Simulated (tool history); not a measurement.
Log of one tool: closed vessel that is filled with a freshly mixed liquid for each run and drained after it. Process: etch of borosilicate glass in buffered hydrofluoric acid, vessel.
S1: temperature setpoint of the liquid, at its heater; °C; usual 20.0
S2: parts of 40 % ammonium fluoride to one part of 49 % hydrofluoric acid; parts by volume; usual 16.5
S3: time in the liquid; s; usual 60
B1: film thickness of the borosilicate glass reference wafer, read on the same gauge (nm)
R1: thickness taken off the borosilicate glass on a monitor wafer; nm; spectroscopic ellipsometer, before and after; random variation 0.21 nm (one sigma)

{"run": 1, "hour": 0.0, "S1": 18.0, "S2": 20.0, "S3": 60, "B1": 150.01, "R1": 30.04}
{"run": 2, "hour": 15.6, "S1": 20.0, "S2": 16.5, "S3": 50, "B1": 150.01, "R1": 33.66}
{"run": 3, "hour": 49.6, "S1": 20.0, "S2": 16.5, "S3": 60, "B1": 149.99, "R1": 40.58}
{"run": 4, "hour": 74.1, "S1": 20.0, "S2": 16.5, "S3": 60, "B1": 150.0, "R1": 40.58}
{"run": 5, "hour": 90.4, "S1": 20.0, "S2": 16.5, "S3": 60, "B1": 150.0, "R1": 40.94}
{"run": 6, "hour": 162.2, "S1": 20.0, "S2": 16.5, "S3": 60, "B1": 149.99, "R1": 40.67}
{"run": 7, "hour": 188.5, "S1": 20.0, "S2": 16.5, "S3": 60, "B1": 149.98, "R1": 40.61}
{"run": 8, "hour": 217.6, "S1": 20.0, "S2": 18.0, "S3": 70, "B1": 150.01, "R1": 43.6}
{"run": 9, "hour": 251.1, "S1": 20.0, "S2": 16.5, "S3": 35, "B1": 150.03, "R1": 23.86}
{"run": 10, "hour": 275.1, "S1": 20.0, "S2": 16.5, "S3": 35, "B1": 149.98, "R1": 23.63}
{"run": 11, "hour": 293.6, "S1": 20.0, "S2": 11.5, "S3": 60, "B1": 149.97, "R1": 58.74}
{"run": 12, "hour": 321.0, "S1": 20.0, "S2": 16.5, "S3": 80, "B1": 150.0, "R1": 54.26}
{"run": 13, "hour": 354.8, "S1": 20.0, "S2": 20.5, "S3": 60, "B1": 150.0, "R1": 33.16}
{"run": 14, "hour": 366.9, "S1": 20.0, "S2": 16.5, "S3": 60, "B1": 150.01, "R1": 40.74}
{"run": 15, "hour": 392.0, "S1": 17.0, "S2": 13.0, "S3": 50, "B1": 149.98, "R1": 36.98}
{"run": 16, "hour": 412.3, "S1": 22.0, "S2": 16.5, "S3": 75, "B1": 149.98, "R1": 51.71}
{"run": 17, "hour": 438.6, "S1": 20.0, "S2": 16.5, "S3": 60, "B1": 150.0, "R1": 37.2}
{"run": 18, "hour": 459.0, "S1": 20.0, "S2": 15.0, "S3": 60, "B1": 149.98, "R1": 40.88}
{"run": 19, "hour": 487.6, "S1": 22.5, "S2": 16.5, "S3": 90, "B1": 150.01, "R1": 64.55}
{"run": 20, "hour": 515.5, "S1": 20.0, "S2": 16.5, "S3": 60, "B1": 150.01, "R1": 37.26}
{"run": 21, "hour": 537.3, "S1": 20.0, "S2": 16.5, "S3": 60, "B1": 149.98, "R1": 37.5}

Taken out of this log: 3 entries between the listed runs. Where each belongs, and how the hidden state differs across it:
Between runs 7 and 8: gauge calibrated (hour 212.2)
  hydrofluoric acid flow above the setpoint (%): 11.3 -> 11.4
  measured less the result without the state, R1: +4.08 -> +4.44 nm
Between runs 14 and 15: thermometer replaced (hour 386.3)
  hydrofluoric acid flow above the setpoint (%): 12.2 -> 12.3
  measured less the result without the state, R1: +4.40 -> +4.03 nm
Between runs 15 and 16: hydrofluoric acid flow meter replaced (hour 410.9)
  hydrofluoric acid flow above the setpoint (%): 12.3 -> 1.54
  measured less the result without the state, R1: +4.03 -> +0.77 nm

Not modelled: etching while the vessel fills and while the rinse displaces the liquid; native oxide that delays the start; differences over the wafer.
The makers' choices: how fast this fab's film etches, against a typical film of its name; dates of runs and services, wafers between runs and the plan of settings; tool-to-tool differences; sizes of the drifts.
